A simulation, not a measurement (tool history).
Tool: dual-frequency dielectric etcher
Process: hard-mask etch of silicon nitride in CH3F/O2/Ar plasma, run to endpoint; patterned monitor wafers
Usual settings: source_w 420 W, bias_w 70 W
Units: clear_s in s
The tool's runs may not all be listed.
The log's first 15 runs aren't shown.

run     day  source_w  bias_w  incoming incoming film thickness, nm  clear_s
 16  16.292       420      83                                 36.88     48.3
 17  17.417       400      70                                 37.14     52.5
 18  18.342       420      60                                 37.12     55.6
 19   19.25       480      75                                 36.56     48.7
 20  20.296       420      70                                 36.73       52
 21  20.971       420      70                                    37     52.9
     22.417  -- upper electrode replaced
 22  22.438       370      77                                 36.83       53
 23  22.454       420      57                                 36.78     56.4
     22.742  -- bias power generator calibrated
 24  23.121       380      79                                 37.39     52.8
 25  24.029       420      52                                 37.13     59.5
 26  24.588       460      85                                 36.71     47.5
 27  25.638       330      53                                 36.63     63.5
 28  26.758       420      70                                 37.12       54
 29  27.883       370      70                                 36.68     55.5
 30  28.704       420      70                                 36.98     53.4
 31  29.838       480      77                                 37.27     49.8
     31.633  -- wet clean of the chamber
 32  31.654       510      60                                 36.36     50.2
 33  31.667       420      70                                 37.05     51.5
 34   32.45       450      75                                 36.95     48.8
 35  33.779       320      70                                 36.88     56.8

3 ways to go on from here, each from the tool as it stands after run 35. What would each give?
  A  33.796       420      76                                 36.73        ?
  B  33.796       420      64                                 36.73        ?
  C  33.796       340      75                                 36.73        ?

run  clear_s
  A     49.3
  B     52.7
  C     53.4
Without the tool's hidden state the same runs would have given:
run  clear_s
  A     49.1
  B     52.4
  C     53.1

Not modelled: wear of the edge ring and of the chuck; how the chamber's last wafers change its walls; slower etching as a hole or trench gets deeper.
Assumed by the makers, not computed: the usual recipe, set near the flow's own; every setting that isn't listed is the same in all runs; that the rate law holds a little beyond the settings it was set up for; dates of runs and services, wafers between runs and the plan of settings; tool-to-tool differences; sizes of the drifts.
